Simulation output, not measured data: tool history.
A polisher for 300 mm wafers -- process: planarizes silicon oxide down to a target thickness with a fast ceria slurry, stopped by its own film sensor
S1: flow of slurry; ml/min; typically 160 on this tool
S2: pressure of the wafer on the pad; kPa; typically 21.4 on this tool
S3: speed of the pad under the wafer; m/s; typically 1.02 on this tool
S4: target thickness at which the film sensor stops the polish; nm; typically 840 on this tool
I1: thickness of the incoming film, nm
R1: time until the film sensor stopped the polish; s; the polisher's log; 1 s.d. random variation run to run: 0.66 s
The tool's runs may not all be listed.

run,hour,S1,S2,S3,S4,I1,R1
1,0.0,160,21.4,1.02,956,1909.3,68.3
# hour 12.0: slurry nozzle cleaned
2,45.6,160,18.6,1.02,840,1896.4,91.7
# hour 66.9: worn pad replaced by a new one
3,148.4,160,16.5,1.02,840,1881.0,101.9
4,208.7,160,16.5,1.02,840,1866.4,103.9
5,276.0,160,16.5,1.02,840,1916.1,109.3
6,370.2,160,21.4,1.02,840,1940.0,89.6
7,409.4,160,21.4,1.02,840,1872.8,85.1
8,445.9,160,21.4,1.02,840,1910.0,87.2
# hour 662.5: head pressure recalibrated
9,716.4,160,21.4,1.02,840,1899.8,88.3
# hour 744.4: worn pad replaced by a new one
# hour 756.8: slurry nozzle cleaned, repeated, since the last time left the tool worse
10,811.8,160,21.4,1.02,840,1921.3,75.2
11,1106.0,160,21.4,1.02,840,1901.5,74.8
12,1153.9,160,21.4,1.02,840,1879.6,73.7
13,1243.1,160,21.4,1.02,840,1898.4,75.0
14,1324.4,160,21.4,1.02,840,1908.5,76.8
# hour 1390.0: worn pad replaced by a new one
# hour 1410.9: head pressure recalibrated
# hour 1529.5: slurry nozzle cleaned
15,1565.4,160,21.4,1.02,840,1931.2,74.3
16,1650.8,215,21.4,1.02,840,1901.4,70.5
17,1728.4,190,21.4,1.16,1083,1880.3,47.9
18,1813.2,160,23.4,1.02,1139,1911.4,49.6
19,1858.9,160,17.2,1.02,475,1899.0,121.1
20,1923.6,160,21.4,1.02,1165,1903.1,52.1
21,1989.8,160,24.1,0.68,840,1906.0,100.3
22,2069.3,160,21.4,0.82,840,1896.5,92.9
# hour 2084.5: head pressure recalibrated
# hour 2092.3: worn pad replaced by a new one
23,2113.4,160,21.4,1.02,840,1860.5,71.9
24,2162.5,135,24.8,1.02,840,1891.9,66.9
25,2227.9,190,21.4,0.66,652,1896.1,132.6
26,2308.8,215,18.6,1.02,840,1894.7,79.9
# hour 2354.9: slurry nozzle cleaned
27,2379.1,160,21.4,1.32,840,1886.7,55.4
28,2450.7,160,21.4,1.22,840,1904.9,61.0
29,2517.0,160,14.5,1.02,629,1917.3,129.9
30,2597.0,160,21.4,1.02,691,1895.3,86.1
31,2673.9,160,26.9,0.74,840,1920.9,84.9
32,2749.0,180,17.2,1.18,551,1879.5,97.0
33,2786.3,160,21.4,1.20,746,1938.9,70.6
34,2829.1,160,21.4,0.76,840,1883.2,100.0
# hour 2848.1: worn pad replaced by a new one
35,2871.0,160,21.4,1.02,840,1912.8,75.9
# hour 2894.1: head pressure recalibrated
36,2943.1,160,21.4,1.02,840,1901.3,74.9
37,3021.2,160,21.4,1.02,840,1924.5,77.3

A few steps of R1 between consecutive runs. Split each: what settings, incoming material and random variation would produce without the hidden state, and what is left over for the hidden state, along with gauge scatter present in only one of the two compared results (measured, and without hidden state):
Hidden conditions of the tool in this case: removal rate lost through wear of the pad, %; slurry flow missing at the pad, %; deviation of the head's pressure from its setpoint, %.
Run 1 -> 2: S2 21.4 -> 18.6, S4 956 -> 840, slurry nozzle cleaned. R1 +23.4 s: hidden state +5.5, all else +17.9.
Run 2 -> 3: S2 18.6 -> 16.5, worn pad replaced by a new one. R1 +10.2 s: hidden state +3.8, all else +6.4.
Run 9 -> 10: worn pad replaced by a new one, slurry nozzle cleaned, repeated, since the last time left the tool worse. R1 -13.1 s: hidden state -15.0, all else +1.9.
Run 18 -> 19: S2 23.4 -> 17.2, S4 1139 -> 475. R1 +71.5 s: hidden state +2.4, all else +69.1.
Run 19 -> 20: S2 17.2 -> 21.4, S4 475 -> 1165. R1 -69.0 s: hidden state -2.0, all else -67.0.
Run 28 -> 29: S2 21.4 -> 14.5, S3 1.22 -> 1.02, S4 840 -> 629. R1 +68.9 s: hidden state +1.9, all else +67.0.
